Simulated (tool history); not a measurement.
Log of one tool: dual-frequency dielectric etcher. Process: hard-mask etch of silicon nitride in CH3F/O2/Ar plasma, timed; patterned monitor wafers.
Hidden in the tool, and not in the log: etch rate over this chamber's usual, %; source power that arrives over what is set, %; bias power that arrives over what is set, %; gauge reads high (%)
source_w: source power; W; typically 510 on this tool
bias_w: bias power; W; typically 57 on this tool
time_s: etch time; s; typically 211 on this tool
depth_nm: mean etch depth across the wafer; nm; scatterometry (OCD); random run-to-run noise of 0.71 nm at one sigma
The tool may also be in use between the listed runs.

run   hour  source_w  bias_w  time_s  wafers since the last listed run  hours since the last wet clean  hours since the last source power generator calibration  hours since the last bias power generator calibration  hours since the last upper electrode change  hours since the gauge calibration  read-back reference wafer on the same gauge, depth_nm  depth_nm
  1      0       470      57     197                                 0                           106.2                                                   3661.4                                                 4658.1                                       5112.6                              319.7                                                  137.2     132.8
  2   56.5       470      57     197                               243                           162.7                                                   3717.9                                                 4714.6                                       5169.1                              376.2                                                    137     134.1
  3   87.2       470      57     197                               132                           193.4                                                   3748.6                                                 4745.3                                       5199.8                              406.9                                                  136.9     133.5
  4  138.3       510      50     211                               219                           244.5                                                   3799.7                                                 4796.4                                       5250.9                                458                                                  136.7     143.1
  5    168       510      46     211                               127                           274.2                                                   3829.4                                                 4826.1                                       5280.6                              487.7                                                  136.8     141.9
  6  238.1       510      57     211                               301                           344.3                                                   3899.5                                                 4896.2                                       5350.7                              557.8                                                    137     147.3
  7  297.7       510      57     211                               256                           403.9                                                   3959.1                                                 4955.8                                       5410.3                              617.4                                                  137.1     149.2
     322.4  -- upper electrode replaced
     323.9  -- source power generator calibrated
     351.8  -- gauge calibrated
     382.4  -- wet clean of the chamber
  8  382.9       510      57     211                               153                             0.5                                                       59                                                   5041                                         60.5                               31.1                                                  136.9     154.4
  9  416.5       570      57     211                               144                            34.1                                                     92.6                                                 5074.6                                         94.1                               64.7                                                  136.9     161.5
     446.9  -- bias power generator calibrated
 10  477.7       510      57     211                               246                            95.3                                                    153.8                                                   30.8                                        155.3                              125.9                                                  137.1     153.8
 11  514.5       510      57     211                               158                           132.1                                                    190.6                                                   67.6                                        192.1                              162.7                                                  136.9     155.4
     569.5  -- wet clean of the chamber, repeated, since the last time left the tool worse
 12    570       510      68     239                               135                             0.5                                                    246.1                                                  123.1                                        247.6                              218.2                                                  137.1     171.7
 13  593.2       460      69     153                                99                            23.7                                                    269.3                                                  146.3                                        270.8                              241.4                                                  136.9     106.9
 14    642       590      57     211                               209                            72.5                                                    318.1                                                  195.1                                        319.6                              290.2                                                  136.8     153.2
 15    689       410      70   183.5                               202                           119.5                                                    365.1                                                  242.1                                        366.6                              337.2                                                  136.9     123.7
 16  739.1       590      53     211                               215                           169.6                                                    415.2                                                  292.2                                        416.7                              387.3                                                    137     152.2
 17  792.3       510      57   240.5                               228                           222.8                                                    468.4                                                  345.4                                        469.9                              440.5                                                  137.3     166.4
 18    854       570      52     258                               265                           284.5                                                    530.1                                                  407.1                                        531.6                              502.2                                                  136.8     183.9
 19  899.8       510      57     211                               197                           330.3                                                    575.9                                                  452.9                                        577.4                                548                                                  137.2     148.1

Forecast each of these 5 alternatives for the next run:
  A  900.3       510      57     211                                 2                           330.8                                                    576.4                                                  453.4                                        577.9                              548.5                                                      ?         ?
  B  900.3       510      57     153                                 2                           330.8                                                    576.4                                                  453.4                                        577.9                              548.5                                                      ?         ?
  C  900.3       610      51   227.5                                 2                           330.8                                                    576.4                                                  453.4                                        577.9                              548.5                                                      ?         ?
  D  900.3       620      50     211                                 2                           330.8                                                    576.4                                                  453.4                                        577.9                              548.5                                                      ?         ?
  E  900.3       590      63   186.5                                 2                           330.8                                                    576.4                                                  453.4                                        577.9                              548.5                                                      ?         ?

run  read-back reference wafer on the same gauge, depth_nm  depth_nm
  A                                                  137.1     148.6
  B                                                  137.1     107.8
  C                                                  137.1     167.1
  D                                                  137.1     155.3
  E                                                  137.1     142.3
Stripped of hidden state, with their random variation kept, the same runs would have yielded:
run  depth_nm
  A       146
  B     105.9
  C     164.2
  D     152.6
  E     139.8

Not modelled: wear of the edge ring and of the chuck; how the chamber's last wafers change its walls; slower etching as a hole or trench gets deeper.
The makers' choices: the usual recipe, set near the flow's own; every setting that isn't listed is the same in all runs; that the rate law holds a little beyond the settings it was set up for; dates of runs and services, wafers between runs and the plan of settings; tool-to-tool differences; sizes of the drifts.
